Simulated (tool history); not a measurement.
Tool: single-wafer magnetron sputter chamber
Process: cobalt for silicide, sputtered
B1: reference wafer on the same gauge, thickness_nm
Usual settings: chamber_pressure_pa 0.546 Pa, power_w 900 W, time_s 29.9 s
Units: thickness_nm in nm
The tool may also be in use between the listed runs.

Run 1, hour 0.0: usual settings; B1 13.603. Result: thickness_nm 11.322 nm.
At hour 19.6: sputter target and shields replaced.
Run 2, hour 20.1: usual settings but time_s 27.1 s; B1 13.592. Result: thickness_nm 10.803 nm.
Run 3, hour 51.4: usual settings but chamber_pressure_pa 0.391 Pa; B1 13.603. Result: thickness_nm 12.270 nm.
Run 4, hour 62.6: usual settings but chamber_pressure_pa 0.391 Pa; B1 13.604. Result: thickness_nm 12.298 nm.
Run 5, hour 79.7: usual settings; B1 13.594. Result: thickness_nm 11.790 nm.
Run 6, hour 94.2: usual settings; B1 13.583. Result: thickness_nm 11.760 nm.
Run 7, hour 110.7: usual settings but chamber_pressure_pa 0.672 Pa, time_s 33.3 s; B1 13.599. Result: thickness_nm 12.672 nm.
Run 8, hour 125.3: usual settings but chamber_pressure_pa 0.672 Pa, time_s 33.3 s; B1 13.577. Result: thickness_nm 12.588 nm.
Run 9, hour 134.9: usual settings but time_s 32.5 s; B1 13.605. Result: thickness_nm 12.549 nm.
At hour 151.4: magnet pack replaced.
At hour 159.6: capacitance manometer re-zeroed and calibrated.
Run 10, hour 160.1: usual settings but time_s 32.5 s; B1 13.602. Result: thickness_nm 12.613 nm.
Run 11, hour 161.4: usual settings but time_s 32.5 s; B1 13.593. Result: thickness_nm 12.573 nm.
Run 12, hour 186.3: usual settings but time_s 25.1 s; B1 13.605. Result: thickness_nm 9.614 nm.
Run 13, hour 194.6: usual settings but time_s 25.1 s; B1 13.606. Result: thickness_nm 9.652 nm.
Run 14, hour 204.1: usual settings; B1 13.608. Result: thickness_nm 11.353 nm.
Run 15, hour 214.4: usual settings but power_w 850 W; B1 13.597. Result: thickness_nm 10.877 nm.
At hour 223.4: sputter target and shields replaced.
Run 16, hour 223.9: usual settings but power_w 850 W; B1 13.602. Result: thickness_nm 11.441 nm.
Run 17, hour 238.9: usual settings but chamber_pressure_pa 0.336 Pa; B1 13.605. Result: thickness_nm 12.631 nm.
Run 18, hour 246.6: usual settings but chamber_pressure_pa 0.633 Pa, power_w 1050 W; B1 13.605. Result: thickness_nm 13.085 nm.
Run 19, hour 256.6: usual settings but time_s 32.5 s; B1 13.582. Result: thickness_nm 12.943 nm.
At hour 259.4: gauge calibrated.
Run 20, hour 273.2: usual settings; B1 13.614. Result: thickness_nm 11.843 nm.
Run 21, hour 284.9: usual settings but power_w 1100 W; B1 13.594. Result: thickness_nm 13.805 nm.
Run 22, hour 302.6: usual settings but chamber_pressure_pa 0.352 Pa, power_w 700 W, time_s 27.4 s; B1 13.612. Result: thickness_nm 9.486 nm.
Run 23, hour 315.5: usual settings but power_w 700 W, time_s 27.1 s; B1 13.586. Result: thickness_nm 8.908 nm.
Run 24, hour 326.4: usual settings but time_s 26.0 s; B1 13.607. Result: thickness_nm 10.234 nm.
Run 25, hour 341.2: usual settings but chamber_pressure_pa 0.610 Pa, power_w 1000 W, time_s 33.0 s; B1 13.608. Result: thickness_nm 13.877 nm.
Run 26, hour 353.6: usual settings but chamber_pressure_pa 0.722 Pa, power_w 700 W, time_s 34.4 s; B1 13.593. Result: thickness_nm 10.556 nm.
Run 27, hour 363.4: usual settings but chamber_pressure_pa 0.615 Pa, power_w 1000 W, time_s 35.0 s; B1 13.590. Result: thickness_nm 14.397 nm.
Run 28, hour 379.5: usual settings but chamber_pressure_pa 0.379 Pa, time_s 32.4 s; B1 13.599. Result: thickness_nm 13.196 nm.
Run 29, hour 391.7: usual settings but chamber_pressure_pa 0.735 Pa; B1 13.596. Result: thickness_nm 10.884 nm.
Run 30, hour 407.4: usual settings but chamber_pressure_pa 0.747 Pa, time_s 25.6 s; B1 13.607. Result: thickness_nm 9.216 nm.
Run 31, hour 422.6: usual settings but power_w 1000 W; B1 13.609. Result: thickness_nm 12.341 nm.
At hour 441.5: sputter target and shields replaced.
Run 32, hour 442.0: usual settings; B1 13.599. Result: thickness_nm 11.890 nm.
Run 33, hour 446.6: usual settings but chamber_pressure_pa 0.451 Pa, power_w 800 W, time_s 25.5 s; B1 13.612. Result: thickness_nm 9.536 nm.
Run 34, hour 461.4: usual settings but chamber_pressure_pa 0.333 Pa, power_w 700 W; B1 13.589. Result: thickness_nm 10.541 nm.

What the log doesn't show, run by run:
true argon pressure above the setpoint (%): 0 in every run
gauge reads high (%): 0 in every run
H1: deposition rate above that of a new target (%)
run      H1
  1   -4.91
  2  -0.348
  3  -0.479
  4  -0.588
  5  -0.817
  6   -1.07
  7   -1.43
  8    -1.8
  9   -2.08
 10   -2.91
 11   -2.96
 12   -3.96
 13   -4.33
 14   -4.77
 15   -5.28
 16  -0.213
 17  -0.244
 18  -0.283
 19  -0.356
 20  -0.536
 21  -0.705
 22   -1.03
 23   -1.32
 24   -1.59
 25   -2.02
 26   -2.42
 27   -2.76
 28   -3.38
 29    -3.9
 30   -4.62
 31   -5.38
 32  -0.398
 33  -0.401
 34   -0.45

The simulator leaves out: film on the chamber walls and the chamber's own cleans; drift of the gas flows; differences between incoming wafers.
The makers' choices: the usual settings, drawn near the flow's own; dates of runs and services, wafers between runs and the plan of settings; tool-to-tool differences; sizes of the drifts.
